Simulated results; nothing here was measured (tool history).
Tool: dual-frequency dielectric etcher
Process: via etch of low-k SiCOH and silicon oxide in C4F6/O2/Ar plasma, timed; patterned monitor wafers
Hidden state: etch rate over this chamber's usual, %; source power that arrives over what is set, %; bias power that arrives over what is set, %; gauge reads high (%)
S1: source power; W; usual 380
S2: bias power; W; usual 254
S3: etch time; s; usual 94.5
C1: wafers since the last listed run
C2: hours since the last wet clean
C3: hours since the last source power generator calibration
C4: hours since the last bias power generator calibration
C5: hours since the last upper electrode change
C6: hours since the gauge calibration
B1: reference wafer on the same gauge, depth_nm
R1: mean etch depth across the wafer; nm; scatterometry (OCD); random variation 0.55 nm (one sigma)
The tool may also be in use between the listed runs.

run     day   S1   S2     S3   C1     C2      C3      C4      C5      C6     B1     R1
  1   0.000  410  254   94.5    0  407.3  1787.5  2957.8  1857.2   227.9  321.0  315.0
      0.821  -- wet clean of the chamber
  2   2.971  410  254   94.5  445   51.6  1858.8  3029.1  1928.5   299.2  321.0  310.9
  3   5.579  380  254   94.5  539  114.2  1921.4  3091.7  1991.1   361.8  320.9  302.6
  4   6.633  380  254   94.5  218  139.5  1946.7  3117.0  2016.4   387.1  321.0  302.9
  5   8.158  380  216   72.0  315  176.1  1983.3  3153.6  2053.0   423.7  321.0  217.1
  6  10.179  380  216   72.0  418  224.6  2031.8  3202.1  2101.5   472.2  321.0  218.5
  7  11.983  380  216   72.0  373  267.9  2075.1  3245.4  2144.8   515.5  321.1  218.3
  8  14.412  380  254  114.0  502  326.2  2133.4  3303.7  2203.1   573.8  321.0  368.9
  9  16.654  380  254   94.5  463  380.0  2187.2  3357.5  2256.9   627.6  321.0  305.9
 10  18.317  380  254   94.5  343  419.9  2227.1  3397.4  2296.8   667.5  320.9  307.1
 11  20.208  380  271   94.5  391  465.3  2272.5  3442.8  2342.2   712.9  320.9  316.1
     22.354  -- wet clean of the chamber
 12  22.875  380  254  114.5  344   12.5  2336.5  3506.8  2406.2   776.9  321.0  366.5
 13  23.904  380  254  114.5  212   37.2  2361.2  3531.5  2430.9   801.6  321.0  367.1
     25.229  -- upper electrode replaced
 14  26.000  300  254   94.5  226   87.5  2411.5  3581.8    18.5   851.9  321.0  282.8
     26.729  -- source power generator calibrated
 15  27.779  310  203  113.5  333  130.2    25.2  3624.5    61.2   894.6  321.0  310.5
 16  29.750  440  308  106.5  407  177.5    72.5  3671.8   108.5   941.9  321.2  382.2
 17  30.929  380  254   94.5  243  205.8   100.8  3700.1   136.8   970.2  321.0  301.7
     32.175  -- bias power generator calibrated
 18  32.762  380  216   72.0  344  249.8   144.8    14.1   180.8  1014.2  321.0  216.5
 19  35.138  430  290  111.5  491  306.8   201.8    71.1   237.8  1071.2  320.9  391.4
 20  36.475  410  254   94.5  276  338.9   233.9   103.2   269.9  1103.3  321.0  310.8
     38.033  -- gauge calibrated
 21  39.371  380  254  114.5  599  408.4   303.4   172.7   339.4    32.1  321.1  370.3
 22  42.292  440  237  109.0  604  478.5   373.5   242.8   409.5   102.2  320.9  360.8
     43.300  -- wet clean of the chamber
 23  44.842  380  314  108.0  320   37.0   434.7   304.0   470.7   163.4  321.0  375.3
 24  46.204  380  254   94.5  281   69.7   467.4   336.7   503.4   196.1  321.0  301.4
 25  49.079  430  289   94.5  594  138.7   536.4   405.7   572.4   265.1  320.9  331.9
 26  51.933  430  301  112.5  590  207.2   604.9   474.2   640.9   333.6  321.0  401.0
 27  54.758  470  254   94.5  584  275.0   672.7   542.0   708.7   401.4  321.0  326.2

Forecast each of these 4 alternatives for the next run:
  A  54.775  380  318  94.5   3  275.4  673.1  542.4  709.1  401.8   ?   ?
  B  54.775  440  306  94.5   3  275.4  673.1  542.4  709.1  401.8   ?   ?
  C  54.775  350  215  94.5   3  275.4  673.1  542.4  709.1  401.8   ?   ?
  D  54.775  380  203  80.5   3  275.4  673.1  542.4  709.1  401.8   ?   ?

run     B1     R1
  A  321.0  333.8
  B  321.0  344.3
  C  321.0  279.4
  D  321.0  238.9
Without the tool's hidden state the same runs would have given:
run     R1
  A  326.3
  B  336.5
  C  273.0
  D  233.5

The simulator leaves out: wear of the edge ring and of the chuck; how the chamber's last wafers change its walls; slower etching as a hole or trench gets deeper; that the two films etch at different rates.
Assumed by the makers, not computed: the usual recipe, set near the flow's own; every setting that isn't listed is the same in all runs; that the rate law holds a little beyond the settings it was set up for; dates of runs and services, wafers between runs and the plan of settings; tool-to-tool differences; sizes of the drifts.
